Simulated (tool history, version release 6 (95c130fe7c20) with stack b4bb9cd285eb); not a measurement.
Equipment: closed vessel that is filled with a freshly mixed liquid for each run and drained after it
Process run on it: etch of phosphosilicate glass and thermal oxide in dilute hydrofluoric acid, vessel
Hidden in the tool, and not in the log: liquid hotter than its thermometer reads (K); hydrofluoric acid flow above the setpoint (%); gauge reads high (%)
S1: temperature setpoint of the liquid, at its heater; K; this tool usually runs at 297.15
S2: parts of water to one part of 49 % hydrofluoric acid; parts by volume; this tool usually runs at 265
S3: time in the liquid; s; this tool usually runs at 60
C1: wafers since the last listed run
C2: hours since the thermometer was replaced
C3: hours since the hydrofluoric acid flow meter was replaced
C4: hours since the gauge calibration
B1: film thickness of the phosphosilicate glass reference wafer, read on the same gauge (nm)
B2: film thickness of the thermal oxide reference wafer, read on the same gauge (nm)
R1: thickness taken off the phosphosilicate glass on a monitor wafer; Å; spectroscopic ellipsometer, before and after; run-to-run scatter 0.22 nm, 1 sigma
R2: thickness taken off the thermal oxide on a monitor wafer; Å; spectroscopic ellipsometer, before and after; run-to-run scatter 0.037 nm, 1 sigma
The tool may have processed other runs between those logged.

run     day      S1   S2  S3     C1      C2      C3      C4     B1       B2     R1     R2
  1   0.000  297.15  265  45      0   116.8  1880.7  1929.4  90.04  140.006  177.1   6.49
      1.275  -- hydrofluoric acid flow meter replaced
  2   2.712  293.65  265  85   6800   181.9    34.5  1994.5  90.00  139.996  299.4  10.57
  3   4.258  297.15  385  35   3935   219.0    71.6  2031.6  90.02  139.981   84.5   3.09
  4   7.221  293.15  190  60   7542   290.1   142.7  2102.7  89.99  139.997  309.6  11.21
  5  10.142  298.65  140  80   7436   360.2   212.8  2172.8  90.01  139.992  729.8  27.18
  6  12.567  297.15  365  60   6174   418.4   271.0  2231.0  90.00  139.993  157.6   5.68
  7  14.408  293.15  315  50   4689   462.6   315.2  2275.2  90.02  139.998  136.7   4.97
     15.108  -- gauge calibrated
  8  15.767  300.15  135  30   3458   495.2   347.8    15.8  90.00  140.014  299.7  10.94
  9  17.142  300.65  325  90   3500   528.2   380.8    48.8  90.00  139.979  305.6  11.93
 10  18.538  301.65  390  30   3553   561.7   414.3    82.3  89.99  140.021   82.5   3.13
 11  19.925  293.65  265  85   3532   595.0   447.6   115.6  90.00  140.025  297.1  10.96
 12  21.754  297.15  265  60   4657   638.9   491.5   159.5  90.01  140.002  241.1   8.94
 13  23.996  297.15  210  60   5707   692.7   545.3   213.3  89.98  139.994  319.7  11.44
 14  25.475  297.15  265  60   3766   728.2   580.8   248.8  90.03  139.994  240.0   9.19
 15  26.917  293.65  145  85   3670   762.8   615.4   283.4  90.02  139.971  626.0  22.79
 16  28.250  297.15  265  60   3394   794.8   647.4   315.4  90.06  140.018  242.4   8.40
 17  30.767  297.15  390  35   6407   855.2   707.8   375.8  90.00  140.032   86.3   3.17
 18  33.333  297.15  380  60   6535   916.8   769.4   437.4  90.00  140.006  147.7   5.75
 19  36.062  293.15  265  75   6948   982.3   834.9   502.9  89.99  140.001  259.2  10.18
 20  38.142  297.15  265  60   5293  1032.2   884.8   552.8  89.97  139.996  244.8   8.80
 21  40.754  297.15  265  60   6651  1094.9   947.5   615.5  89.99  139.997  239.6   9.27
 22  42.550  297.15  155  60   4572  1138.0   990.6   658.6  90.03  139.984  469.7  18.77
 23  49.804  298.65  265  70  18469  1312.1  1164.7   832.7  90.00  140.007  300.9  10.92
 24  52.433  297.15  265  60   6694  1375.2  1227.8   895.8  90.00  139.985  244.1   8.47
 25  54.883  302.15  265  35   6237  1434.0  1286.6   954.6  89.98  139.998  169.6   5.83

5 options for the next run, each taken on its own from the tool as it stands now. Forecast them:
  A  54.912  297.15  265  60  74  1434.7  1287.3  955.3   ?   ?   ?   ?
  B  54.912  301.65  265  60  74  1434.7  1287.3  955.3   ?   ?   ?   ?
  C  54.912  294.15  340  30  74  1434.7  1287.3  955.3   ?   ?   ?   ?
  D  54.912  301.15  265  60  74  1434.7  1287.3  955.3   ?   ?   ?   ?
  E  54.912  299.65  180  30  74  1434.7  1287.3  955.3   ?   ?   ?   ?

run     B1       B2     R1     R2
  A  90.00  139.995  247.6   8.74
  B  90.00  139.995  288.4  10.18
  C  90.00  139.995   80.8   2.85
  D  90.00  139.995  283.7  10.01
  E  90.00  139.995  218.9   7.73
Stripped of hidden state, with their random variation kept, the same runs would have yielded:
run     R1    R2
  A  234.5  8.27
  B  273.9  9.67
  C   76.6  2.70
  D  269.3  9.50
  E  207.0  7.30
